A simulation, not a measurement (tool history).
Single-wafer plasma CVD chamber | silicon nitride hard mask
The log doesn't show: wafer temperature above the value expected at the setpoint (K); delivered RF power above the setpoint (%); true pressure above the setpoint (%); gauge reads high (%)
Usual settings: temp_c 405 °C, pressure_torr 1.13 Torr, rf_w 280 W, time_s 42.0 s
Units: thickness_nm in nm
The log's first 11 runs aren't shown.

run	hour	temp_c	pressure_torr	rf_w	time_s	wafers since the last listed run	hours since the last thermocouple change	hours since the last RF generator calibration	hours since the last manometer calibration	hours since the showerhead was replaced	hours since the gauge calibration	read-back reference wafer on the same gauge, thickness_nm	thickness_nm
12	183.5	413	0.98	305	48.3	222	169.8	154.7	160.7	20.0	178.8	36.175	52.017
13	228.0	395	1.13	280	42.0	606	214.3	199.2	205.2	64.5	223.3	36.233	45.414
14	242.9	405	1.13	280	42.0	202	229.2	214.1	220.1	79.4	238.2	36.211	44.841
15	252.1	405	1.13	280	44.7	125	238.4	223.3	229.3	88.6	247.4	36.203	48.110
16	260.5	398	1.13	280	42.0	114	246.8	231.7	237.7	97.0	255.8	36.147	45.713
17	277.0	405	1.30	280	42.0	224	263.3	248.2	254.2	113.5	272.3	36.209	47.381
18	306.2	405	1.25	330	48.7	397	292.5	277.4	283.4	142.7	301.5	36.140	61.276
19	322.0	416	1.01	325	42.0	215	308.3	293.2	299.2	158.5	317.3	36.168	47.696
20	338.1	396	0.93	280	45.9	219	324.4	309.3	315.3	174.6	333.4	36.208	45.347
21	350.4	405	1.13	295	33.8	167	336.7	321.6	327.6	186.9	345.7	36.174	37.754
22	358.1	392	1.21	260	50.2	104	344.4	329.3	335.3	194.6	353.4	36.144	52.540
23	368.9	417	1.13	315	37.7	147	355.2	340.1	346.1	205.4	364.2	36.198	44.256
24	380.9	405	1.31	280	34.1	163	367.2	352.1	358.1	217.4	376.2	36.197	38.809
25	389.1	420	1.13	225	35.8	111	375.4	360.3	366.3	225.6	384.4	36.190	31.897
26	396.8	418	0.89	235	35.7	104	383.1	368.0	374.0	233.3	392.1	36.176	29.685
27	410.0	395	0.92	300	38.6	179	396.3	381.2	387.2	246.5	405.3	36.145	40.030
28	427.0	405	1.13	280	47.8	231	413.3	398.2	404.2	263.5	422.3	36.175	51.660
29	442.6	405	1.41	280	42.0	212	428.9	413.8	419.8	279.1	437.9	36.216	49.479
30	448.9	405	1.34	280	37.9	85	435.2	420.1	426.1	285.4	444.2	36.222	43.564

Forecast each of these 3 alternatives for the next run:
A	449.3	405	1.13	280	42.0	5	435.6	420.5	426.5	285.8	444.6	?	?
B	449.3	405	1.13	260	42.0	5	435.6	420.5	426.5	285.8	444.6	?	?
C	449.3	417	1.13	280	42.0	5	435.6	420.5	426.5	285.8	444.6	?	?

run	read-back reference wafer on the same gauge, thickness_nm	thickness_nm
A	36.194	45.202
B	36.194	42.625
C	36.194	44.932
Without the tool's hidden state the same runs would have given:
run	thickness_nm
A	45.202
B	42.625
C	44.932
